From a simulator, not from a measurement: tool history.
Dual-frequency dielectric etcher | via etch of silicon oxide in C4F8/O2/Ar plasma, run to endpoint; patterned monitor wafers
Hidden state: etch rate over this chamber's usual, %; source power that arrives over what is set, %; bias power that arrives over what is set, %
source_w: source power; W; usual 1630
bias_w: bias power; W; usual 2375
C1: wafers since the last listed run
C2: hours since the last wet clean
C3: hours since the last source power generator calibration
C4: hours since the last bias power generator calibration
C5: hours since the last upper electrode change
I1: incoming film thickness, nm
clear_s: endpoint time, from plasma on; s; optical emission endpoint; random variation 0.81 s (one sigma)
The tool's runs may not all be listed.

run 1 hour=0.0 | source_w=1630 bias_w=2375 | C1=0 C2=313.6 C3=3724.4 C4=1275.3 C5=3658.5 | I1=1381.3 | clear_s=267.4
run 2 hour=28.1 | source_w=1630 bias_w=2375 | C1=160 C2=341.7 C3=3752.5 C4=1303.4 C5=3686.6 | I1=1383.5 | clear_s=267.9
run 3 hour=60.0 | source_w=1630 bias_w=2375 | C1=182 C2=373.6 C3=3784.4 C4=1335.3 C5=3718.5 | I1=1380.4 | clear_s=266.8
run 4 hour=125.0 | source_w=1920 bias_w=2375 | C1=371 C2=438.6 C3=3849.4 C4=1400.3 C5=3783.5 | I1=1388.1 | clear_s=250.7
run 5 hour=159.8 | source_w=1630 bias_w=2509 | C1=199 C2=473.4 C3=3884.2 C4=1435.1 C5=3818.3 | I1=1376.1 | clear_s=260.1
-- hour=381.0 wet clean of the chamber
run 6 hour=381.5 | source_w=1630 bias_w=2509 | C1=1131 C2=0.5 C3=4105.9 C4=1656.8 C5=4040.0 | I1=1396.1 | clear_s=269.6
run 7 hour=395.2 | source_w=1630 bias_w=2229 | C1=78 C2=14.2 C3=4119.6 C4=1670.5 C5=4053.7 | I1=1393.7 | clear_s=275.2
run 8 hour=452.7 | source_w=1630 bias_w=2375 | C1=328 C2=71.7 C3=4177.1 C4=1728.0 C5=4111.2 | I1=1387.7 | clear_s=270.1
-- hour=467.0 source power generator calibrated
run 9 hour=481.9 | source_w=1630 bias_w=2375 | C1=144 C2=100.9 C3=14.9 C4=1757.2 C5=4140.4 | I1=1385.5 | clear_s=270.0
run 10 hour=516.1 | source_w=1630 bias_w=2375 | C1=195 C2=135.1 C3=49.1 C4=1791.4 C5=4174.6 | I1=1385.7 | clear_s=269.2
run 11 hour=554.9 | source_w=1630 bias_w=2375 | C1=221 C2=173.9 C3=87.9 C4=1830.2 C5=4213.4 | I1=1407.4 | clear_s=271.8
run 12 hour=621.3 | source_w=1630 bias_w=2879 | C1=379 C2=240.3 C3=154.3 C4=1896.6 C5=4279.8 | I1=1379.9 | clear_s=256.0
-- hour=739.4 upper electrode replaced
run 13 hour=823.7 | source_w=1380 bias_w=2087 | C1=1020 C2=442.7 C3=356.7 C4=2099.0 C5=84.3 | I1=1403.7 | clear_s=290.2
run 14 hour=871.0 | source_w=2000 bias_w=2620 | C1=270 C2=490.0 C3=404.0 C4=2146.3 C5=131.6 | I1=1386.0 | clear_s=242.3
run 15 hour=941.3 | source_w=1860 bias_w=1981 | C1=402 C2=560.3 C3=474.3 C4=2216.6 C5=201.9 | I1=1387.6 | clear_s=261.3
-- hour=982.5 bias power generator calibrated
run 16 hour=989.4 | source_w=1820 bias_w=2137 | C1=252 C2=608.4 C3=522.4 C4=6.9 C5=250.0 | I1=1392.4 | clear_s=259.0
-- hour=1046.0 wet clean of the chamber
run 17 hour=1046.5 | source_w=2010 bias_w=2563 | C1=189 C2=0.5 C3=579.5 C4=64.0 C5=307.1 | I1=1388.0 | clear_s=248.2
run 18 hour=1083.3 | source_w=1630 bias_w=2375 | C1=210 C2=37.3 C3=616.3 C4=100.8 C5=343.9 | I1=1381.4 | clear_s=267.8
run 19 hour=1112.8 | source_w=1230 bias_w=2110 | C1=168 C2=66.8 C3=645.8 C4=130.3 C5=373.4 | I1=1381.2 | clear_s=300.8
run 20 hour=1259.3 | source_w=1930 bias_w=2182 | C1=838 C2=213.3 C3=792.3 C4=276.8 C5=519.9 | I1=1388.1 | clear_s=256.7

The same runs without the tool's hidden state, with the same run-to-run variation:
run=1 clear_s=271.0
run=2 clear_s=271.9
run=3 clear_s=271.1
run=4 clear_s=255.5
run=5 clear_s=265.6
run=6 clear_s=270.1
run=7 clear_s=275.9
run=8 clear_s=271.6
run=9 clear_s=271.8
run=10 clear_s=271.5
run=11 clear_s=274.6
run=12 clear_s=259.5
run=13 clear_s=297.0
run=14 clear_s=248.5
run=15 clear_s=268.8
run=16 clear_s=267.1
run=17 clear_s=248.9
run=18 clear_s=269.0
run=19 clear_s=302.7
run=20 clear_s=260.1

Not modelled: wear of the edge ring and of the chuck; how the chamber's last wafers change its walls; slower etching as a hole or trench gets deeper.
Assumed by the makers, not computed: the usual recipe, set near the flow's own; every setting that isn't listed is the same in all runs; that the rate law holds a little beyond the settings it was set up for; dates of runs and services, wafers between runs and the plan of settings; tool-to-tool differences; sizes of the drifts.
